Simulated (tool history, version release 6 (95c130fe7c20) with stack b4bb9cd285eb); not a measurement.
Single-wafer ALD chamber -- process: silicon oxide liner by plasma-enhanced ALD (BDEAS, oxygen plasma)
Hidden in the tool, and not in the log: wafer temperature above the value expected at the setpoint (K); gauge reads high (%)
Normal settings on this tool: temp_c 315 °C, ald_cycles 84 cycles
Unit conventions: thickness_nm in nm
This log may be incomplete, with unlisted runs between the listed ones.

run	day	temp_c	ald_cycles	wafers since the last listed run	hours since the last thermocouple change	hours since the gauge calibration	read-back reference wafer on the same gauge, thickness_nm	thickness_nm
1	0	323	76	0	523.7	422	7.012	6.847
2	2.167	323	76	232	575.7	474	7.012	6.863
3	3.292	323	76	120	602.7	501	7.016	6.877
4	6.042	315	75	294	668.7	567	7.006	6.855
5	8.492	315	75	262	727.5	625.8	7.01	6.838
6	10.346	315	84	198	772	670.3	7.008	7.683
7	13.267	315	84	313	842.1	740.4	7.01	7.642
8	14.8	315	84	164	878.9	777.2	7.009	7.68
9	16.908	315	84	226	929.5	827.8	7.012	7.643
10	19.596	315	84	288	994	892.3	7.009	7.646
11	21.162	315	84	168	1031.6	929.9	7.011	7.646
# day 21.525: gauge calibrated
12	23.908	315	84	294	1097.5	57.2	7.009	7.655
13	26.817	315	84	311	1167.3	127	7.008	7.632
14	28.458	311	84	176	1206.7	166.4	7.013	7.727
# day 30.808: thermocouple changed; heater temperature recalibrated
15	31.067	328	96	243	6.2	229	7.011	8.606
16	33.729	328	84	285	70.1	292.9	7.009	7.512
17	36.362	320	84	282	133.3	356.1	7.006	7.612
18	37.583	315	84	130	162.6	385.4	7.009	7.647
19	39.738	311	95	231	214.3	437.1	7.01	8.735
20	42.712	315	84	319	285.7	508.5	7.015	7.662
21	44.183	315	72	157	321	543.8	7.012	6.577
22	46.258	325	97	222	370.8	593.6	7.012	8.766
23	49.229	315	89	318	442.1	664.9	7.01	8.132
24	51.558	323	76	249	498	720.8	7.012	6.88
25	52.9	315	92	143	530.2	753	7.009	8.37
26	54.825	315	84	206	576.4	799.2	7.009	7.669
# day 56.592: gauge calibrated
27	57.154	300	90	249	632.3	13.5	7.008	8.352
28	59.771	315	77	280	695.1	76.3	7.011	7.003
29	62.746	315	84	319	766.5	147.7	7.011	7.641

4 options for the next run, each taken on its own from the tool as it stands now. Forecast them:
A	62.767	315	84	2	767	148.2	?	?
B	62.767	306	68	2	767	148.2	?	?
C	62.767	310	88	2	767	148.2	?	?
D	62.767	315	69	2	767	148.2	?	?

run	read-back reference wafer on the same gauge, thickness_nm	thickness_nm
A	7.011	7.631
B	7.011	6.251
C	7.011	8.047
D	7.011	6.268
Without the tool's unlogged condition, the same runs would have read:
run	thickness_nm
A	7.631
B	6.251
C	8.047
D	6.268

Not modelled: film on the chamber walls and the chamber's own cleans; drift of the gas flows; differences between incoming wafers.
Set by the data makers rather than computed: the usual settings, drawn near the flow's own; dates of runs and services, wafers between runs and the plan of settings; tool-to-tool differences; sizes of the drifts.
